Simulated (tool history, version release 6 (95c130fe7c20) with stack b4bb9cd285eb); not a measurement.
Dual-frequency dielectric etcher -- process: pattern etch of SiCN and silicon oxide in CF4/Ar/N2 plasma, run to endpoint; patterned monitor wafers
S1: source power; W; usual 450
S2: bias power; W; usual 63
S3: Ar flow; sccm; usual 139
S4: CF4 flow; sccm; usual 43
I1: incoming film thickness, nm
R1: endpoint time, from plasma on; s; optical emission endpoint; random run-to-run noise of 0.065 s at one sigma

run   hour   S1  S2   S3  S4     I1    R1
  1      0  450  63  139  40  15.14  22.3
  2   17.3  450  63  139  40  15.24  22.4
  3   26.5  450  63  139  40  15.22  22.5
  4   35.6  450  63  139  43  14.95  21.7
      43.1  -- bias power generator calibrated
  5   49.6  450  63  171  43  15.14  23.3
  6   66.9  450  63  114  43  15.13  20.9
  7  115.6  450  48  139  43  15.12  23.9
  8  133.4  450  70  139  39  15.05  22.1
  9  150.8  450  63  168  34  15.02    25
 10  168.4  450  63  139  43  15.05  22.3
     178.3  -- CF4 flow controller replaced
     197.3  -- wet clean of the chamber
 11  197.8  500  68  122  43  15.02    18
 12  198.2  450  70  139  39  15.16  21.8
 13  201.3  450  58  139  43  15.16  22.3
 14  217.5  450  73  139  36  14.97  21.7
 15  234.5  490  71  139  43  15.06  19.1
 16  246.1  450  63  139  43   15.2    22
 17  255.4  450  63  139  43  15.09  21.9
 18  263.8  450  63  139  43  15.14  22.1
 19  273.9  450  63  114  47  15.11  20.2
 20  287.2  420  73  112  53  15.03  20.3
 21  300.7  450  52  158  43  14.98  23.9
 22  317.1  450  70  139  39  15.11  21.9
 23    326  540  63  139  43     15    18
 24    334  450  63  168  34  15.06  24.9

The tool's hidden state at each run:
bias power that arrives over what is set, %: 0 on each run
Ar flow that arrives over what is set, %: 0 on each run
CF4 flow that arrives over what is set, %: 0 on each run
H1: etch rate over this chamber's usual, %
H2: source power that arrives over what is set, %
run       H1       H2
  1    -1.67    0.777
  2    -1.84    0.687
  3    -1.93     0.64
  4    -2.02    0.594
  5    -2.15    0.525
  6    -2.32     0.44
  7     -2.8     0.21
  8    -2.97    0.129
  9    -3.14   0.0512
 10    -3.32  -0.0259
 11  -0.0865   -0.152
 12  -0.0904   -0.153
 13   -0.121   -0.166
 14   -0.279   -0.233
 15   -0.445   -0.303
 16   -0.558   -0.349
 17   -0.649   -0.386
 18   -0.731   -0.419
 19    -0.83   -0.459
 20    -0.96    -0.51
 21    -1.09   -0.561
 22    -1.25   -0.622
 23    -1.34   -0.655
 24    -1.42   -0.684

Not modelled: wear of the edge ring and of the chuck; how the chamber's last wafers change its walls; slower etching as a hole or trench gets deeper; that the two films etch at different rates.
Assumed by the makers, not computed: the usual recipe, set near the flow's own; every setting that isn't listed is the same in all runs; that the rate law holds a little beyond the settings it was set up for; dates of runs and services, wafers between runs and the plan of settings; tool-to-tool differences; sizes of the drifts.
